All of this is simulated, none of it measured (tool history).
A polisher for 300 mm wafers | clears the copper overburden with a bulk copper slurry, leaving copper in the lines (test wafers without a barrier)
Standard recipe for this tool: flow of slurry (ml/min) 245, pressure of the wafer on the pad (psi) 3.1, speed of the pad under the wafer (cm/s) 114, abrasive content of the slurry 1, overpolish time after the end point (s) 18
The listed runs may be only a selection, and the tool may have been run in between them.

| run | day | flow of slurry (ml/min) | pressure of the wafer on the pad (psi) | speed of the pad under the wafer (cm/s) | abrasive content of the slurry | overpolish time after the end point (s) | incoming thickness of the incoming film, nm | time until the end point was called (s) | dishing of a wide line in a test structure (nm) |
|---|---|---|---|---|---|---|---|---|---|
| 1 | 0 | 245 | 3.1 | 130 | 1 | 18 | 979.6 | 75.5 | 91 |
| 2 | 1.738 | 245 | 3.1 | 130 | 1 | 18 | 1018.8 | 79.7 | 91 |
| 3 | 7.733 | 245 | 3.1 | 114 | 1.15 | 18 | 994.6 | 88.7 | 87.3 |
| 4 | 9.554 | 305 | 2.6 | 130 | 1 | 29 | 979 | 93.4 | 99.1 |
| 5 | 11.058 | 245 | 3.1 | 114 | 1 | 18 | 985.4 | 92.5 | 83 |
| 6 | 13.442 | 245 | 3.1 | 114 | 1 | 18 | 978.7 | 92.6 | 83.9 |
|  | 15.183 | worn pad replaced by a new one |
| 7 | 15.204 | 245 | 3.1 | 114 | 1 | 18 | 1009.6 | 86 | 86.6 |
| 8 | 17.838 | 320 | 3.1 | 92 | 1 | 18 | 1001.3 | 106.4 | 77.4 |
| 9 | 20.112 | 245 | 3.1 | 114 | 0.9 | 27 | 1008.4 | 92.3 | 103.6 |
|  | 21.358 | head pressure recalibrated |
|  | 21.721 | slurry blender recalibrated |
| 10 | 21.742 | 245 | 2.7 | 114 | 1.3 | 18 | 1011 | 98.4 | 80.5 |
|  | 23.217 | slurry nozzle cleaned |
| 11 | 23.546 | 285 | 2.5 | 136 | 1 | 14 | 1001.2 | 92 | 68.6 |
| 12 | 24.783 | 245 | 3.1 | 114 | 1.2 | 18 | 993.9 | 87.4 | 86.5 |
| 13 | 26.779 | 245 | 4 | 114 | 1 | 8 | 983.1 | 71.4 | 61.7 |
| 14 | 29.062 | 245 | 3.9 | 114 | 1.25 | 18 | 1010.6 | 70.6 | 100.6 |
| 15 | 30.354 | 310 | 3.1 | 114 | 1 | 18 | 1014 | 93.4 | 86.9 |
| 16 | 32.925 | 245 | 3.1 | 100 | 0.75 | 11 | 991.7 | 110.6 | 53.8 |
| 17 | 34.75 | 245 | 3.1 | 114 | 1 | 18 | 986.4 | 95.3 | 82 |
|  | 35.317 | worn pad replaced by a new one |
| 18 | 37.05 | 245 | 3.1 | 114 | 1 | 18 | 1000.4 | 85.7 | 87.1 |
| 19 | 38.979 | 245 | 3.4 | 114 | 1 | 18 | 990.4 | 80 | 90.9 |
|  | 39.717 | slurry blender recalibrated |
| 20 | 40.817 | 165 | 2.4 | 74 | 1.25 | 18 | 998.3 | 177 | 53 |
| 21 | 43.258 | 245 | 4 | 114 | 1 | 8 | 1003.1 | 69.9 | 62 |
|  | 43.821 | head pressure recalibrated |
| 22 | 45.558 | 245 | 4.1 | 90 | 1 | 27 | 1011.3 | 85.3 | 109.6 |
| 23 | 46.767 | 245 | 3.1 | 86 | 1 | 8 | 992.9 | 117.6 | 40.1 |
| 24 | 49.262 | 245 | 3.1 | 114 | 1 | 18 | 1003.7 | 91 | 83.1 |
| 25 | 50.333 | 245 | 2.8 | 86 | 0.75 | 18 | 988.2 | 139.5 | 64.3 |
| 26 | 52.008 | 245 | 3.1 | 86 | 1 | 8 | 994 | 120.6 | 39.9 |
|  | 53.804 | worn pad replaced by a new one |
| 27 | 54.288 | 190 | 3.1 | 114 | 1 | 21 | 990.1 | 87.4 | 90.1 |

Predict each of these 5 candidate next runs independently; none follows another, all start after run 27:
| A | 54.308 | 245 | 3.1 | 114 | 1 | 18 | 1004.8 | ? | ? |
| B | 54.308 | 245 | 3.5 | 114 | 1.25 | 18 | 1004.8 | ? | ? |
| C | 54.308 | 295 | 3.1 | 114 | 1 | 29 | 1004.8 | ? | ? |
| D | 54.308 | 275 | 2.3 | 124 | 1 | 18 | 1004.8 | ? | ? |
| E | 54.308 | 245 | 2.5 | 114 | 0.85 | 24 | 1004.8 | ? | ? |

| run | time until the end point was called (s) | dishing of a wide line in a test structure (nm) |
|---|---|---|
| A | 87 | 88 |
| B | 73.4 | 97.5 |
| C | 85.3 | 107 |
| D | 106.4 | 75.1 |
| E | 111.7 | 85.8 |
Without the tool's unlogged condition, the same runs would have read:
| run | time until the end point was called (s) | dishing of a wide line in a test structure (nm) |
|---|---|---|
| A | 86.2 | 88.4 |
| B | 72.7 | 97.9 |
| C | 84.5 | 107.2 |
| D | 105.4 | 75.4 |
| E | 110.7 | 86.1 |

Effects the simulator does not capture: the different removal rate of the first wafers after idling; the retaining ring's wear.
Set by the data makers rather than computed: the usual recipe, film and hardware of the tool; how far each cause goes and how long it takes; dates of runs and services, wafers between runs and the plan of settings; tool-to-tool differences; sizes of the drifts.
